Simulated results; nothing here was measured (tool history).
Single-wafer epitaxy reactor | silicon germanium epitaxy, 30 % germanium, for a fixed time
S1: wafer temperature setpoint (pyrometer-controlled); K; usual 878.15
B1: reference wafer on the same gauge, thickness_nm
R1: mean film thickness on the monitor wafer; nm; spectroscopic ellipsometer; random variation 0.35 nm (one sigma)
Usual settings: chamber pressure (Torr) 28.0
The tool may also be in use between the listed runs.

{"run": 1, "hour": 0.0, "S1": 878.15, "chamber pressure (Torr)": 28.0, "B1": 66.732, "R1": 66.26}
{"run": 2, "hour": 9.3, "S1": 878.15, "chamber pressure (Torr)": 28.0, "B1": 66.701, "R1": 66.254}
{"run": 3, "hour": 25.7, "S1": 878.15, "chamber pressure (Torr)": 28.0, "B1": 66.729, "R1": 65.672}
{"run": 4, "hour": 38.0, "S1": 878.15, "chamber pressure (Torr)": 28.0, "B1": 66.766, "R1": 66.221}
{"run": 5, "hour": 44.9, "S1": 878.15, "chamber pressure (Torr)": 28.0, "B1": 66.677, "R1": 66.249}
{"run": 6, "hour": 52.2, "S1": 872.15, "chamber pressure (Torr)": 23.4, "B1": 66.789, "R1": 56.522}
{"run": 7, "hour": 68.9, "S1": 878.15, "chamber pressure (Torr)": 28.0, "B1": 66.766, "R1": 65.048}
{"run": 8, "hour": 76.5, "S1": 873.15, "chamber pressure (Torr)": 29.4, "B1": 66.54, "R1": 61.733}
{"run": 9, "hour": 87.8, "S1": 878.15, "chamber pressure (Torr)": 28.0, "B1": 66.74, "R1": 65.709}
{"run": 10, "hour": 97.0, "S1": 878.15, "chamber pressure (Torr)": 28.0, "B1": 66.689, "R1": 65.884}
{"run": 11, "hour": 105.3, "S1": 878.15, "chamber pressure (Torr)": 28.0, "B1": 66.809, "R1": 66.278}
{"hour": 133.1, "done": "gauge calibrated"}
{"run": 12, "hour": 152.4, "S1": 875.15, "chamber pressure (Torr)": 30.6, "B1": 66.602, "R1": 64.152}
{"run": 13, "hour": 164.9, "S1": 875.15, "chamber pressure (Torr)": 30.6, "B1": 66.716, "R1": 64.493}
{"run": 14, "hour": 180.6, "S1": 873.15, "chamber pressure (Torr)": 28.0, "B1": 66.663, "R1": 60.716}
{"run": 15, "hour": 197.2, "S1": 886.15, "chamber pressure (Torr)": 33.3, "B1": 66.782, "R1": 78.578}
{"run": 16, "hour": 209.6, "S1": 891.15, "chamber pressure (Torr)": 33.2, "B1": 66.505, "R1": 85.842}
{"run": 17, "hour": 218.4, "S1": 893.15, "chamber pressure (Torr)": 23.4, "B1": 66.605, "R1": 78.473}
{"run": 18, "hour": 230.4, "S1": 878.15, "chamber pressure (Torr)": 28.0, "B1": 66.623, "R1": 65.112}
{"run": 19, "hour": 238.5, "S1": 878.15, "chamber pressure (Torr)": 28.0, "B1": 66.652, "R1": 65.241}
{"hour": 249.8, "done": "showerhead replaced"}
{"hour": 256.9, "done": "capacitance manometer re-zeroed and calibrated"}
{"run": 20, "hour": 257.4, "S1": 878.15, "chamber pressure (Torr)": 28.0, "B1": 66.626, "R1": 64.887}
{"run": 21, "hour": 261.9, "S1": 878.15, "chamber pressure (Torr)": 28.0, "B1": 66.693, "R1": 65.074}
{"run": 22, "hour": 276.3, "S1": 866.15, "chamber pressure (Torr)": 34.0, "B1": 66.597, "R1": 57.607}
{"run": 23, "hour": 288.4, "S1": 864.15, "chamber pressure (Torr)": 30.4, "B1": 66.649, "R1": 53.276}
{"hour": 300.3, "done": "pyrometer calibrated"}
{"run": 24, "hour": 303.0, "S1": 878.15, "chamber pressure (Torr)": 28.0, "B1": 66.657, "R1": 69.982}
{"run": 25, "hour": 313.0, "S1": 878.15, "chamber pressure (Torr)": 28.0, "B1": 66.618, "R1": 69.535}
{"run": 26, "hour": 330.1, "S1": 878.15, "chamber pressure (Torr)": 28.0, "B1": 66.714, "R1": 69.576}
{"run": 27, "hour": 338.5, "S1": 883.15, "chamber pressure (Torr)": 34.0, "B1": 66.82, "R1": 80.233}
{"run": 28, "hour": 350.2, "S1": 865.15, "chamber pressure (Torr)": 23.4, "B1": 66.758, "R1": 53.145}
{"run": 29, "hour": 357.5, "S1": 878.15, "chamber pressure (Torr)": 31.9, "B1": 66.739, "R1": 72.685}
{"run": 30, "hour": 367.5, "S1": 874.15, "chamber pressure (Torr)": 22.4, "B1": 66.501, "R1": 60.577}
{"run": 31, "hour": 379.8, "S1": 891.15, "chamber pressure (Torr)": 28.0, "B1": 66.62, "R1": 84.789}
{"run": 32, "hour": 396.4, "S1": 869.15, "chamber pressure (Torr)": 31.6, "B1": 66.598, "R1": 62.944}
{"run": 33, "hour": 414.1, "S1": 864.15, "chamber pressure (Torr)": 33.7, "B1": 66.874, "R1": 58.259}
{"run": 34, "hour": 428.8, "S1": 864.15, "chamber pressure (Torr)": 28.0, "B1": 66.631, "R1": 54.538}
{"run": 35, "hour": 444.9, "S1": 878.15, "chamber pressure (Torr)": 23.5, "B1": 66.863, "R1": 65.104}
{"run": 36, "hour": 461.3, "S1": 868.15, "chamber pressure (Torr)": 29.9, "B1": 66.623, "R1": 59.949}

What the log doesn't show, run by run:
true pressure above the setpoint (%): 0 in every run
gauge reads high (%): 0 in every run
H1: wafer temperature above the value expected at the setpoint (K)
run=1 H1=-3.07
run=2 H1=-3.1
run=3 H1=-3.15
run=4 H1=-3.19
run=5 H1=-3.22
run=6 H1=-3.24
run=7 H1=-3.3
run=8 H1=-3.32
run=9 H1=-3.36
run=10 H1=-3.39
run=11 H1=-3.42
run=12 H1=-3.57
run=13 H1=-3.62
run=14 H1=-3.67
run=15 H1=-3.72
run=16 H1=-3.77
run=17 H1=-3.8
run=18 H1=-3.84
run=19 H1=-3.86
run=20 H1=-3.93
run=21 H1=-3.94
run=22 H1=-3.99
run=23 H1=-4.03
run=24 H1=0.127
run=25 H1=0.0933
run=26 H1=0.0362
run=27 H1=0.00814
run=28 H1=-0.0309
run=29 H1=-0.0553
run=30 H1=-0.0887
run=31 H1=-0.13
run=32 H1=-0.185
run=33 H1=-0.244
run=34 H1=-0.293
run=35 H1=-0.347
run=36 H1=-0.402
